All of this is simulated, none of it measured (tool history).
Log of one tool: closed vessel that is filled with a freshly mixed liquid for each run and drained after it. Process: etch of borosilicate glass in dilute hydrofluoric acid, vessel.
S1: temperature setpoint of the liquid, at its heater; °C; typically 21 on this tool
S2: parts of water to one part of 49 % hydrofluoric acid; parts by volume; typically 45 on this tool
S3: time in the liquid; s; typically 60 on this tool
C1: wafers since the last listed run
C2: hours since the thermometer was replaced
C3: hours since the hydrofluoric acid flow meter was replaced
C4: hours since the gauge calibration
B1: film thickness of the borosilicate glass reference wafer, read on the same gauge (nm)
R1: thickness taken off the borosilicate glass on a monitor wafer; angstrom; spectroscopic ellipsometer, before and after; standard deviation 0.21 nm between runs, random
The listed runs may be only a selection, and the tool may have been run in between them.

| run | hour | S1 | S2 | S3 | C1 | C2 | C3 | C4 | B1 | R1 |
|---|---|---|---|---|---|---|---|---|---|---|
| 1 | 0 | 21 | 45 | 60 | 0 | 1138.7 | 2448.8 | 113.6 | 110.03 | 609.7 |
| 2 | 12.2 | 21 | 45 | 60 | 1166 | 1150.9 | 2461 | 125.8 | 109.99 | 609.9 |
|  | 13.5 | gauge calibrated |
| 3 | 19.3 | 21 | 45 | 60 | 678 | 1158 | 2468.1 | 5.8 | 110 | 608.6 |
| 4 | 26.5 | 21 | 45 | 60 | 688 | 1165.2 | 2475.3 | 13 | 110 | 614.9 |
| 5 | 33.5 | 21 | 45 | 85 | 669 | 1172.2 | 2482.3 | 20 | 109.99 | 868.1 |
| 6 | 42.9 | 21 | 45 | 60 | 898 | 1181.6 | 2491.7 | 29.4 | 109.99 | 611.6 |
| 7 | 60 | 21 | 45 | 60 | 1634 | 1198.7 | 2508.8 | 46.5 | 110 | 613.2 |
| 8 | 69.6 | 21 | 45 | 60 | 917 | 1208.3 | 2518.4 | 56.1 | 109.96 | 610.8 |
| 9 | 87.4 | 21 | 45 | 60 | 1701 | 1226.1 | 2536.2 | 73.9 | 109.99 | 614.3 |
| 10 | 95.3 | 18 | 55 | 30 | 755 | 1234 | 2544.1 | 81.8 | 110 | 219.6 |
| 11 | 106.4 | 18 | 50 | 85 | 1061 | 1245.1 | 2555.2 | 92.9 | 110.01 | 686.7 |
|  | 110.9 | thermometer replaced |
| 12 | 113.6 | 19.5 | 35 | 80 | 592 | 2.7 | 2562.4 | 100.1 | 109.98 | 895.7 |
|  | 125.2 | hydrofluoric acid flow meter replaced |
| 13 | 126.9 | 22.5 | 30 | 85 | 1175 | 16 | 1.7 | 113.4 | 110.02 | 1274.3 |
|  | 132.2 | gauge calibrated |
| 14 | 139.7 | 21 | 45 | 35 | 1223 | 28.8 | 14.5 | 7.5 | 110 | 324.7 |
| 15 | 146.3 | 23.5 | 55 | 35 | 630 | 35.4 | 21.1 | 14.1 | 110.01 | 290.1 |
| 16 | 162.3 | 21 | 45 | 60 | 1529 | 51.4 | 37.1 | 30.1 | 110.01 | 553.2 |
| 17 | 180.2 | 21 | 45 | 30 | 1711 | 69.3 | 55 | 48 | 110 | 276.9 |
| 18 | 190.9 | 21 | 45 | 35 | 1022 | 80 | 65.7 | 58.7 | 110 | 325.2 |
| 19 | 207.3 | 23.5 | 30 | 60 | 1567 | 96.4 | 82.1 | 75.1 | 109.99 | 941.8 |

Forecast each of these 5 alternatives for the next run:
| A | 208 | 21 | 45 | 60 | 66 | 97.1 | 82.8 | 75.8 | ? | ? |
| B | 208 | 19.5 | 30 | 90 | 66 | 97.1 | 82.8 | 75.8 | ? | ? |
| C | 208 | 25.5 | 35 | 75 | 66 | 97.1 | 82.8 | 75.8 | ? | ? |
| D | 208 | 17 | 25 | 90 | 66 | 97.1 | 82.8 | 75.8 | ? | ? |
| E | 208 | 21 | 30 | 60 | 66 | 97.1 | 82.8 | 75.8 | ? | ? |

| run | B1 | R1 |
|---|---|---|
| A | 110 | 559.6 |
| B | 110 | 1203.2 |
| C | 110 | 1098.8 |
| D | 110 | 1302.5 |
| E | 110 | 855.4 |
Had the tool no hidden state, the same runs would have come out as:
| run | R1 |
|---|---|
| A | 545.6 |
| B | 1172.5 |
| C | 1072 |
| D | 1268.5 |
| E | 833.8 |
